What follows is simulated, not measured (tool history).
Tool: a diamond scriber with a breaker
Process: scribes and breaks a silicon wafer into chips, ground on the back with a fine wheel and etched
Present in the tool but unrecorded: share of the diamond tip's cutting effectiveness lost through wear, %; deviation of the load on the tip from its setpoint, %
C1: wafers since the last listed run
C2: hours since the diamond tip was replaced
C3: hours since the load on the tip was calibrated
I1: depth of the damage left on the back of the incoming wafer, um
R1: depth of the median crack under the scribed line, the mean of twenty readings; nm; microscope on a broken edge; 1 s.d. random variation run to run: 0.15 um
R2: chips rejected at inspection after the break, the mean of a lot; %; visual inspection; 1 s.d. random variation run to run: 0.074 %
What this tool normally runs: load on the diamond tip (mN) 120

run 1 hour=0.0 | load_on_the_diamond_tip_(mN)=139 | C1=0 C2=145.8 C3=1261.5 | I1=0.31 | R1=11370 R2=1.75
-- hour=31.1 load on the tip recalibrated
run 2 hour=40.4 | load_on_the_diamond_tip_(mN)=139 | C1=73 C2=186.2 C3=9.3 | I1=0.71 | R1=12860 R2=3.22
run 3 hour=91.4 | load_on_the_diamond_tip_(mN)=139 | C1=97 C2=237.2 C3=60.3 | I1=0.76 | R1=12950 R2=3.16
run 4 hour=249.8 | load_on_the_diamond_tip_(mN)=120 | C1=301 C2=395.6 C3=218.7 | I1=0.40 | R1=10970 R2=1.67
run 5 hour=307.8 | load_on_the_diamond_tip_(mN)=120 | C1=110 C2=453.6 C3=276.7 | I1=0.65 | R1=11080 R2=1.90
-- hour=340.8 diamond tip replaced by a new one
run 6 hour=356.4 | load_on_the_diamond_tip_(mN)=120 | C1=88 C2=15.6 C3=325.3 | I1=0.41 | R1=10960 R2=1.81
run 7 hour=401.5 | load_on_the_diamond_tip_(mN)=120 | C1=85 C2=60.7 C3=370.4 | I1=0.33 | R1=10560 R2=1.97
run 8 hour=459.7 | load_on_the_diamond_tip_(mN)=120 | C1=110 C2=118.9 C3=428.6 | I1=0.32 | R1=10530 R2=1.92
run 9 hour=489.5 | load_on_the_diamond_tip_(mN)=120 | C1=56 C2=148.7 C3=458.4 | I1=0.67 | R1=10560 R2=1.83
run 10 hour=560.7 | load_on_the_diamond_tip_(mN)=147 | C1=135 C2=219.9 C3=529.6 | I1=0.75 | R1=12750 R2=3.57
run 11 hour=589.6 | load_on_the_diamond_tip_(mN)=131 | C1=55 C2=248.8 C3=558.5 | I1=0.40 | R1=11380 R2=1.87
run 12 hour=630.1 | load_on_the_diamond_tip_(mN)=131 | C1=77 C2=289.3 C3=599.0 | I1=0.46 | R1=11320 R2=1.95
run 13 hour=695.2 | load_on_the_diamond_tip_(mN)=131 | C1=123 C2=354.4 C3=664.1 | I1=0.45 | R1=11310 R2=1.81
-- hour=783.3 diamond tip replaced by a new one, of another model than before
run 14 hour=786.1 | load_on_the_diamond_tip_(mN)=120 | C1=169 C2=2.8 C3=755.0 | I1=0.56 | R1=10590 R2=1.90
run 15 hour=850.5 | load_on_the_diamond_tip_(mN)=130 | C1=122 C2=67.2 C3=819.4 | I1=0.72 | R1=11210 R2=1.68
run 16 hour=903.0 | load_on_the_diamond_tip_(mN)=120 | C1=99 C2=119.7 C3=871.9 | I1=0.56 | R1=10600 R2=1.85
run 17 hour=957.0 | load_on_the_diamond_tip_(mN)=120 | C1=102 C2=173.7 C3=925.9 | I1=0.72 | R1=10640 R2=2.08
run 18 hour=988.5 | load_on_the_diamond_tip_(mN)=120 | C1=59 C2=205.2 C3=957.4 | I1=0.39 | R1=10680 R2=2.14
run 19 hour=1035.4 | load_on_the_diamond_tip_(mN)=120 | C1=89 C2=252.1 C3=1004.3 | I1=0.79 | R1=10520 R2=2.07
run 20 hour=1079.9 | load_on_the_diamond_tip_(mN)=120 | C1=84 C2=296.6 C3=1048.8 | I1=0.41 | R1=10720 R2=2.08
run 21 hour=1132.4 | load_on_the_diamond_tip_(mN)=144 | C1=99 C2=349.1 C3=1101.3 | I1=0.53 | R1=11280 R2=1.94
run 22 hour=1188.8 | load_on_the_diamond_tip_(mN)=120 | C1=107 C2=405.5 C3=1157.7 | I1=0.65 | R1=10320 R2=2.12
run 23 hour=1250.4 | load_on_the_diamond_tip_(mN)=149 | C1=117 C2=467.1 C3=1219.3 | I1=0.74 | R1=11360 R2=2.01
run 24 hour=1278.3 | load_on_the_diamond_tip_(mN)=85 | C1=53 C2=495.0 C3=1247.2 | I1=0.57 | R1=9050 R2=5.93
-- hour=1301.0 diamond tip replaced by a new one
run 25 hour=1389.1 | load_on_the_diamond_tip_(mN)=120 | C1=207 C2=88.1 C3=1358.0 | I1=0.31 | R1=10540 R2=2.24
run 26 hour=1446.3 | load_on_the_diamond_tip_(mN)=149 | C1=108 C2=145.3 C3=1415.2 | I1=0.64 | R1=11710 R2=1.82
run 27 hour=1478.9 | load_on_the_diamond_tip_(mN)=120 | C1=62 C2=177.9 C3=1447.8 | I1=0.72 | R1=10240 R2=2.43
run 28 hour=1518.2 | load_on_the_diamond_tip_(mN)=105 | C1=74 C2=217.2 C3=1487.1 | I1=0.33 | R1=9680 R2=3.56
run 29 hour=1584.2 | load_on_the_diamond_tip_(mN)=120 | C1=125 C2=283.2 C3=1553.1 | I1=0.73 | R1=10230 R2=2.45
run 30 hour=1642.8 | load_on_the_diamond_tip_(mN)=97 | C1=111 C2=341.8 C3=1611.7 | I1=0.61 | R1=9310 R2=4.93
-- hour=1656.0 load on the tip recalibrated
-- hour=1698.0 diamond tip replaced by a new one
run 31 hour=1701.6 | load_on_the_diamond_tip_(mN)=94 | C1=104 C2=3.6 C3=45.6 | I1=0.77 | R1=9880 R2=2.89
run 32 hour=1753.4 | load_on_the_diamond_tip_(mN)=140 | C1=98 C2=55.4 C3=97.4 | I1=0.73 | R1=11870 R2=2.52
run 33 hour=1845.1 | load_on_the_diamond_tip_(mN)=106 | C1=174 C2=147.1 C3=189.1 | I1=0.73 | R1=10320 R2=2.16
run 34 hour=1898.0 | load_on_the_diamond_tip_(mN)=135 | C1=100 C2=200.0 C3=242.0 | I1=0.67 | R1=11830 R2=2.37
run 35 hour=1945.6 | load_on_the_diamond_tip_(mN)=91 | C1=90 C2=247.6 C3=289.6 | I1=0.52 | R1=9790 R2=3.36
run 36 hour=2009.6 | load_on_the_diamond_tip_(mN)=120 | C1=121 C2=311.6 C3=353.6 | I1=0.34 | R1=10990 R2=1.83
run 37 hour=2080.9 | load_on_the_diamond_tip_(mN)=93 | C1=135 C2=382.9 C3=424.9 | I1=0.46 | R1=9880 R2=3.26
run 38 hour=2133.1 | load_on_the_diamond_tip_(mN)=136 | C1=99 C2=435.1 C3=477.1 | I1=0.55 | R1=11620 R2=2.04
-- hour=2142.7 diamond tip replaced by a new one
run 39 hour=2172.2 | load_on_the_diamond_tip_(mN)=120 | C1=70 C2=29.5 C3=516.2 | I1=0.55 | R1=11150 R2=1.68
run 40 hour=2219.1 | load_on_the_diamond_tip_(mN)=100 | C1=89 C2=76.4 C3=563.1 | I1=0.69 | R1=10200 R2=3.00
run 41 hour=2264.0 | load_on_the_diamond_tip_(mN)=99 | C1=85 C2=121.3 C3=608.0 | I1=0.47 | R1=10050 R2=2.82
run 42 hour=2317.5 | load_on_the_diamond_tip_(mN)=135 | C1=101 C2=174.8 C3=661.5 | I1=0.34 | R1=11550 R2=1.94

Branching from run 42: 3 alternative next runs. What would each branch give?
run A hour=2318.2 | load_on_the_diamond_tip_(mN)=89 | C1=1 C2=175.5 C3=662.2 | I1=0.47 | R1=? R2=?
run B hour=2318.2 | load_on_the_diamond_tip_(mN)=155 | C1=1 C2=175.5 C3=662.2 | I1=0.47 | R1=? R2=?
run C hour=2318.2 | load_on_the_diamond_tip_(mN)=90 | C1=1 C2=175.5 C3=662.2 | I1=0.47 | R1=? R2=?

run=A R1=9400 R2=4.04
run=B R1=12150 R2=2.91
run=C R1=9450 R2=3.90
The same runs, with their run-to-run variation unchanged, on a tool lacking any hidden condition would have given:
run=A R1=9570 R2=3.54
run=B R1=12360 R2=3.31
run=C R1=9620 R2=3.42

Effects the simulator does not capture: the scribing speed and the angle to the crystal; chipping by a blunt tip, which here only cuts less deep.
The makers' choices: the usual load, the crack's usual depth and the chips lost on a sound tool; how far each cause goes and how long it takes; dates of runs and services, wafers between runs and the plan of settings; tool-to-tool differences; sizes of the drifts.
